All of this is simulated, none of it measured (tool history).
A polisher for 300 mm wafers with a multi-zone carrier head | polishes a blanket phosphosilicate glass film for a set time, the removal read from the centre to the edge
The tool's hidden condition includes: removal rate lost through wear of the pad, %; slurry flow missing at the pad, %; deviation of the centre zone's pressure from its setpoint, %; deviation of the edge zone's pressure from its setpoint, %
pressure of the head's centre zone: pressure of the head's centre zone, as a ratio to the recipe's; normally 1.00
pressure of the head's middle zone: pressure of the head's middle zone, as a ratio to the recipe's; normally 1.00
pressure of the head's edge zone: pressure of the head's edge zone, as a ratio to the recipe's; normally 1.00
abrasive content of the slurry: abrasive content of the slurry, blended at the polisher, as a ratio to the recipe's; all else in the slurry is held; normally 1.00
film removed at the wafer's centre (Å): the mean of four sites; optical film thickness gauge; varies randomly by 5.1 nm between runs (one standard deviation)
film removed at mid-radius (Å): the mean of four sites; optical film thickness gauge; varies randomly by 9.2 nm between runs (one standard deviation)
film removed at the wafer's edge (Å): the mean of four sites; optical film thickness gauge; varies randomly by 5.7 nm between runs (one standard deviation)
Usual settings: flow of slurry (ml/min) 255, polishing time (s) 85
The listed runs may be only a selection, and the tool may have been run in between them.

run,hour,flow of slurry (ml/min),pressure of the head's centre zone,pressure of the head's middle zone,pressure of the head's edge zone,abrasive content of the slurry,polishing time (s),wafers since the last listed run,wafers polished on this pad,hours since the slurry nozzle was cleaned,hours since the centre zone pressure was calibrated,hours since the edge zone pressure was calibrated,hours since the carrier head's membrane was replaced,"incoming thickness of the incoming film, nm",film removed at the wafer's centre (Å),film removed at mid-radius (Å),film removed at the wafer's edge (Å)
1,0.0,255,1.00,1.00,1.00,1.00,85,0,2024,183.5,536.7,328.5,54.1,3100.9,7072,6983,7242
2,48.0,255,1.00,1.00,1.00,1.00,85,658,2683,231.5,584.7,376.5,102.1,3141.2,6995,7044,7115
3,148.7,255,1.00,1.00,1.00,1.25,85,1382,4065,332.2,685.4,477.2,202.8,3027.5,7510,7319,7509
4,194.1,255,1.00,1.00,1.00,1.25,85,623,4689,377.6,730.8,522.6,248.2,3077.9,7466,7411,7598
5,244.0,255,1.00,1.00,1.00,1.25,85,684,5374,427.5,780.7,572.5,298.1,3030.0,7421,7305,7614
# hour 298.0: worn pad replaced by a new one
# hour 432.8: slurry nozzle cleaned
6,535.0,255,0.93,1.00,1.00,0.85,85,3925,3239,102.2,1071.7,863.5,589.1,3116.5,5986,6302,6608
7,636.9,255,1.00,1.00,1.00,1.00,85,1398,4638,204.1,1173.6,965.4,691.0,3064.6,6855,6641,6955
8,674.4,175,0.92,1.00,1.00,0.80,96,514,5153,241.6,1211.1,1002.9,728.5,3068.6,6237,6672,6932
9,752.2,255,1.08,1.00,1.00,1.00,85,1067,6220,319.4,1288.9,1080.7,806.3,3106.6,7415,6555,6839
# hour 765.3: edge zone pressure recalibrated
10,801.2,255,0.91,1.12,0.94,1.20,85,645,6866,368.4,1337.9,35.9,855.3,3065.2,6587,7796,7036
# hour 817.8: centre zone pressure recalibrated
# hour 879.0: worn pad replaced by a new one
11,887.1,255,1.00,1.00,0.94,1.15,85,1096,110,454.3,69.3,121.8,941.2,3036.4,7854,7859,7635
12,980.8,255,1.00,1.00,1.00,1.00,85,1286,1397,548.0,163.0,215.5,1034.9,3045.0,7043,6974,7213
13,1042.4,255,0.92,1.00,1.07,1.00,85,845,2242,609.6,224.6,277.1,1096.5,3058.9,6484,6826,7283
14,1119.5,255,1.00,1.00,0.91,1.00,112,1058,3301,686.7,301.7,354.2,1173.6,3067.3,9085,8884,8797
# hour 1132.5: slurry nozzle cleaned
15,1194.1,255,0.91,0.91,1.00,1.00,85,1010,4311,61.6,376.3,428.8,1248.2,3102.7,6232,6260,6973
16,1231.0,255,1.00,0.97,1.00,1.00,85,506,4817,98.5,413.2,465.7,1285.1,3111.3,6739,6514,7011
17,1293.4,255,1.00,0.95,1.00,1.10,103,856,5674,160.9,475.6,528.1,1347.5,3006.7,8560,8059,8689
# hour 1339.5: carrier head's membrane replaced by a new one
18,1376.3,255,1.00,1.00,1.00,1.00,85,1069,6743,243.8,558.5,611.0,36.8,3127.1,6734,6631,6858
# hour 1422.8: worn pad replaced by a new one
19,1472.6,255,1.00,1.00,1.00,1.00,85,1267,684,340.1,654.8,707.3,133.1,3041.4,7284,7129,7308
20,1573.1,255,0.89,1.00,0.91,1.20,73,1379,2063,440.6,755.3,807.8,233.6,3020.3,5754,6291,6262
21,1637.7,255,1.10,1.00,0.94,1.00,85,886,2950,505.2,819.9,872.4,298.2,3013.1,7751,6845,6773

Branching from run 21: 4 alternative next runs. What would each branch give?
A,1638.1,255,1.00,1.00,1.00,1.00,85,5,2955,505.6,820.3,872.8,298.6,3049.1,?,?,?
B,1638.1,255,1.05,1.10,1.00,1.00,73,5,2955,505.6,820.3,872.8,298.6,3049.1,?,?,?
C,1638.1,255,0.88,1.07,0.95,1.00,85,5,2955,505.6,820.3,872.8,298.6,3049.1,?,?,?
D,1638.1,255,0.89,1.00,1.00,1.00,58,5,2955,505.6,820.3,872.8,298.6,3049.1,?,?,?

run,film removed at the wafer's centre (Å),film removed at mid-radius (Å),film removed at the wafer's edge (Å)
A,6981,6828,7076
B,6302,6358,6069
C,6140,7237,6899
D,4236,4662,4829
Had the tool no hidden state, the same runs would have come out as:
run,film removed at the wafer's centre (Å),film removed at mid-radius (Å),film removed at the wafer's edge (Å)
A,7545,7380,7648
B,6811,6872,6560
C,6636,7822,7457
D,4578,5039,5219
